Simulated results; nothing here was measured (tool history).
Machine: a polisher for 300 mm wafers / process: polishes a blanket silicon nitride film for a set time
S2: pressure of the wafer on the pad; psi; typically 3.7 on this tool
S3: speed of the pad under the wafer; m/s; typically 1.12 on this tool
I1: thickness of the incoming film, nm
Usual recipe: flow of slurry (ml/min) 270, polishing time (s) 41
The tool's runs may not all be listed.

run 1 hour=0 | flow_of_slurry_(ml/min)=270 S2=3.7 S3=1.12 polishing_time_(s)=41 | I1=608.2 | film_removed_(Å)=722
-- hour=29.2 head pressure recalibrated
run 2 hour=118.6 | flow_of_slurry_(ml/min)=270 S2=3.7 S3=1.12 polishing_time_(s)=41 | I1=611.4 | film_removed_(Å)=733
-- hour=132.4 slurry nozzle cleaned
run 3 hour=173.3 | flow_of_slurry_(ml/min)=270 S2=3.7 S3=1.12 polishing_time_(s)=41 | I1=616.5 | film_removed_(Å)=725
run 4 hour=228.4 | flow_of_slurry_(ml/min)=270 S2=3.7 S3=1.12 polishing_time_(s)=41 | I1=619.7 | film_removed_(Å)=715
run 5 hour=271.3 | flow_of_slurry_(ml/min)=270 S2=3.7 S3=1.12 polishing_time_(s)=41 | I1=601.1 | film_removed_(Å)=729
run 6 hour=341.6 | flow_of_slurry_(ml/min)=270 S2=3.7 S3=1.12 polishing_time_(s)=41 | I1=608.6 | film_removed_(Å)=724
run 7 hour=402 | flow_of_slurry_(ml/min)=270 S2=3 S3=1.12 polishing_time_(s)=41 | I1=603.8 | film_removed_(Å)=611
-- hour=552.7 worn pad replaced by a new one
run 8 hour=670.2 | flow_of_slurry_(ml/min)=270 S2=3.7 S3=1.42 polishing_time_(s)=38 | I1=619.7 | film_removed_(Å)=824
-- hour=722.7 slurry nozzle cleaned
run 9 hour=774.3 | flow_of_slurry_(ml/min)=270 S2=3.7 S3=1.42 polishing_time_(s)=38 | I1=614.7 | film_removed_(Å)=795
run 10 hour=815.3 | flow_of_slurry_(ml/min)=270 S2=3.7 S3=1.12 polishing_time_(s)=34 | I1=611 | film_removed_(Å)=609
run 11 hour=888.6 | flow_of_slurry_(ml/min)=270 S2=3.7 S3=1.12 polishing_time_(s)=34 | I1=610.9 | film_removed_(Å)=602
run 12 hour=960 | flow_of_slurry_(ml/min)=270 S2=3.7 S3=1.12 polishing_time_(s)=34 | I1=615.4 | film_removed_(Å)=602
run 13 hour=1004.1 | flow_of_slurry_(ml/min)=270 S2=3.7 S3=1.12 polishing_time_(s)=41 | I1=609.6 | film_removed_(Å)=721
run 14 hour=1105.7 | flow_of_slurry_(ml/min)=270 S2=3.7 S3=1.12 polishing_time_(s)=41 | I1=610.6 | film_removed_(Å)=734
-- hour=1201.8 worn pad replaced by a new one
run 15 hour=1212.7 | flow_of_slurry_(ml/min)=270 S2=3.7 S3=1.12 polishing_time_(s)=41 | I1=613.6 | film_removed_(Å)=707
-- hour=1230.7 head pressure recalibrated
-- hour=1298.7 slurry nozzle cleaned
run 16 hour=1304.5 | flow_of_slurry_(ml/min)=180 S2=4 S3=1.12 polishing_time_(s)=41 | I1=604.2 | film_removed_(Å)=737
run 17 hour=1393.9 | flow_of_slurry_(ml/min)=270 S2=3.2 S3=1.12 polishing_time_(s)=41 | I1=617.6 | film_removed_(Å)=646
run 18 hour=1490.1 | flow_of_slurry_(ml/min)=270 S2=3.7 S3=1.12 polishing_time_(s)=41 | I1=608.7 | film_removed_(Å)=734
run 19 hour=1534.2 | flow_of_slurry_(ml/min)=270 S2=3.7 S3=1.12 polishing_time_(s)=34 | I1=614.1 | film_removed_(Å)=607
run 20 hour=1602.4 | flow_of_slurry_(ml/min)=270 S2=3.7 S3=0.82 polishing_time_(s)=29 | I1=611.8 | film_removed_(Å)=409
run 21 hour=1671.9 | flow_of_slurry_(ml/min)=270 S2=3.7 S3=1.12 polishing_time_(s)=41 | I1=610.4 | film_removed_(Å)=725
run 22 hour=1774.4 | flow_of_slurry_(ml/min)=270 S2=3.7 S3=0.82 polishing_time_(s)=29 | I1=621.6 | film_removed_(Å)=394
run 23 hour=1835.2 | flow_of_slurry_(ml/min)=270 S2=3.7 S3=0.74 polishing_time_(s)=41 | I1=606.1 | film_removed_(Å)=525
-- hour=1855.4 worn pad replaced by a new one
run 24 hour=1887.4 | flow_of_slurry_(ml/min)=270 S2=2.6 S3=1.12 polishing_time_(s)=41 | I1=608.1 | film_removed_(Å)=541
run 25 hour=1964.8 | flow_of_slurry_(ml/min)=270 S2=3.7 S3=1.12 polishing_time_(s)=41 | I1=620.2 | film_removed_(Å)=725
-- hour=1978.4 slurry nozzle cleaned
run 26 hour=2057 | flow_of_slurry_(ml/min)=270 S2=2.5 S3=1.44 polishing_time_(s)=34 | I1=606.1 | film_removed_(Å)=533
run 27 hour=2109.3 | flow_of_slurry_(ml/min)=270 S2=3.7 S3=1.12 polishing_time_(s)=41 | I1=621 | film_removed_(Å)=728
run 28 hour=2171.6 | flow_of_slurry_(ml/min)=360 S2=2.8 S3=0.9 polishing_time_(s)=37 | I1=615.8 | film_removed_(Å)=445
-- hour=2209.7 head pressure recalibrated
run 29 hour=2269.7 | flow_of_slurry_(ml/min)=240 S2=3 S3=1 polishing_time_(s)=47 | I1=615.4 | film_removed_(Å)=627
run 30 hour=2372.4 | flow_of_slurry_(ml/min)=175 S2=3.7 S3=1.12 polishing_time_(s)=46 | I1=608.5 | film_removed_(Å)=775
run 31 hour=2414.1 | flow_of_slurry_(ml/min)=270 S2=3.7 S3=1.12 polishing_time_(s)=41 | I1=602.8 | film_removed_(Å)=723
run 32 hour=2519.4 | flow_of_slurry_(ml/min)=270 S2=3.7 S3=0.78 polishing_time_(s)=33 | I1=611 | film_removed_(Å)=445
-- hour=2539.5 worn pad replaced by a new one
run 33 hour=2582.6 | flow_of_slurry_(ml/min)=355 S2=3.7 S3=1.12 polishing_time_(s)=33 | I1=613.4 | film_removed_(Å)=602
-- hour=2602.3 slurry nozzle cleaned
run 34 hour=2629.2 | flow_of_slurry_(ml/min)=190 S2=2.6 S3=0.72 polishing_time_(s)=53 | I1=600.7 | film_removed_(Å)=473
run 35 hour=2720.4 | flow_of_slurry_(ml/min)=200 S2=3.7 S3=1.12 polishing_time_(s)=41 | I1=609 | film_removed_(Å)=703
run 36 hour=2762 | flow_of_slurry_(ml/min)=270 S2=3.7 S3=1.36 polishing_time_(s)=32 | I1=609.5 | film_removed_(Å)=671
run 37 hour=2798.3 | flow_of_slurry_(ml/min)=270 S2=4.9 S3=1.12 polishing_time_(s)=41 | I1=618.4 | film_removed_(Å)=918

Forecast each of these 4 alternatives for the next run:
run A hour=2798.7 | flow_of_slurry_(ml/min)=270 S2=3.7 S3=1.12 polishing_time_(s)=41 | I1=612.5 | film_removed_(Å)=?
run B hour=2798.7 | flow_of_slurry_(ml/min)=220 S2=4.1 S3=1.22 polishing_time_(s)=30 | I1=612.5 | film_removed_(Å)=?
run C hour=2798.7 | flow_of_slurry_(ml/min)=330 S2=4.5 S3=1.12 polishing_time_(s)=41 | I1=612.5 | film_removed_(Å)=?
run D hour=2798.7 | flow_of_slurry_(ml/min)=220 S2=3.7 S3=1.12 polishing_time_(s)=35 | I1=612.5 | film_removed_(Å)=?

run=A film_removed_(Å)=735
run=B film_removed_(Å)=612
run=C film_removed_(Å)=886
run=D film_removed_(Å)=612
Had the tool no hidden state, the same runs would have come out as:
run=A film_removed_(Å)=735
run=B film_removed_(Å)=612
run=C film_removed_(Å)=886
run=D film_removed_(Å)=612

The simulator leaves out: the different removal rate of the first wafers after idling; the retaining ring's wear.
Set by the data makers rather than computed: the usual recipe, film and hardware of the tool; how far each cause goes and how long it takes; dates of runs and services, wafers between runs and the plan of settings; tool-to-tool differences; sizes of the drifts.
